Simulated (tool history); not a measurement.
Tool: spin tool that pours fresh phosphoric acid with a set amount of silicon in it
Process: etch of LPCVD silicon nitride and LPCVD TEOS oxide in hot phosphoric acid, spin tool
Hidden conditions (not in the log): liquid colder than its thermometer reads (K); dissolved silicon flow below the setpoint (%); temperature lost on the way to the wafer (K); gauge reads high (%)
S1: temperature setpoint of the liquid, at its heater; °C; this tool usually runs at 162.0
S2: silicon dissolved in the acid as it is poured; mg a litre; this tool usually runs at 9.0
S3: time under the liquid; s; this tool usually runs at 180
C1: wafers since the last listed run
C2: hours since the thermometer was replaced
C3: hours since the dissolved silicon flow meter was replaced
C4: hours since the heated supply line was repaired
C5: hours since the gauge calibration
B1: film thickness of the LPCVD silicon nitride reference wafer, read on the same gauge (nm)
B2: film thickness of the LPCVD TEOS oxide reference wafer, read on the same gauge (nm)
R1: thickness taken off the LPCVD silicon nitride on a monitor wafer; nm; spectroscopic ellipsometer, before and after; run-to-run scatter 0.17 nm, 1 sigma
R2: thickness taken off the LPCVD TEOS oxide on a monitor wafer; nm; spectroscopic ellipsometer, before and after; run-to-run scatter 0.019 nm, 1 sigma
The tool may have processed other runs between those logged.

run,hour,S1,S2,S3,C1,C2,C3,C4,C5,B1,B2,R1,R2
1,0.0,162.0,9.0,180,0,482.5,923.9,1306.6,240.3,109.97,100.028,14.81,0.453
2,28.4,162.0,9.0,180,165,510.9,952.3,1335.0,268.7,110.03,99.998,14.68,0.440
3,53.9,162.0,9.0,180,148,536.4,977.8,1360.5,294.2,110.03,100.003,14.98,0.458
4,89.2,164.0,9.0,180,205,571.7,1013.1,1395.8,329.5,109.98,100.003,15.88,0.496
5,108.3,164.0,9.0,180,111,590.8,1032.2,1414.9,348.6,109.97,99.965,15.78,0.503
6,144.2,162.0,9.0,240,209,626.7,1068.1,1450.8,384.5,110.00,100.029,19.64,0.593
# hour 156.8: dissolved silicon flow meter replaced
7,158.1,162.0,9.0,240,75,640.6,1.3,1464.7,398.4,110.04,100.004,19.63,0.573
8,183.4,162.0,9.0,180,147,665.9,26.6,1490.0,423.7,110.02,99.964,14.36,0.452
9,197.5,162.0,9.0,180,82,680.0,40.7,1504.1,437.8,110.01,99.994,14.58,0.440
10,230.1,162.0,9.0,180,190,712.6,73.3,1536.7,470.4,110.00,99.986,14.38,0.438
11,249.2,162.0,9.0,180,111,731.7,92.4,1555.8,489.5,109.98,100.023,14.38,0.419
12,261.2,164.5,4.5,105,70,743.7,104.4,1567.8,501.5,109.93,100.011,9.26,0.302
13,283.4,162.0,15.5,180,129,765.9,126.6,1590.0,523.7,109.99,100.014,14.22,0.338
# hour 285.0: thermometer replaced
14,306.7,163.5,9.0,180,130,21.7,149.9,1613.3,547.0,110.02,100.018,15.30,0.460
# hour 335.0: gauge calibrated
15,341.1,162.0,9.0,180,200,56.1,184.3,1647.7,6.1,109.95,100.016,14.42,0.413
# hour 351.4: heated supply line repaired
16,365.2,162.0,9.0,150,134,80.2,208.4,13.8,30.2,109.98,99.986,13.57,0.447
17,391.5,162.0,9.0,180,153,106.5,234.7,40.1,56.5,110.00,100.006,16.60,0.558
18,412.7,162.0,9.0,180,123,127.7,255.9,61.3,77.7,109.99,100.002,16.41,0.534
19,464.0,163.0,9.0,180,299,179.0,307.2,112.6,129.0,109.99,99.988,16.86,0.628
20,491.2,162.0,15.0,180,158,206.2,334.4,139.8,156.2,110.01,99.977,16.51,0.479

List, for all runs, the conditions of the tool that the log does not record:
liquid colder than its thermometer reads (K): 0, the same for each run
dissolved silicon flow below the setpoint (%): 0, the same for each run
gauge reads high (%): 0, the same for each run
H1: temperature lost on the way to the wafer (K)
run,H1
1,3.71
2,3.78
3,3.85
4,3.94
5,3.98
6,4.07
7,4.11
8,4.17
9,4.21
10,4.29
11,4.34
12,4.37
13,4.43
14,4.48
15,4.57
16,0.506
17,0.573
18,0.626
19,0.755
20,0.824

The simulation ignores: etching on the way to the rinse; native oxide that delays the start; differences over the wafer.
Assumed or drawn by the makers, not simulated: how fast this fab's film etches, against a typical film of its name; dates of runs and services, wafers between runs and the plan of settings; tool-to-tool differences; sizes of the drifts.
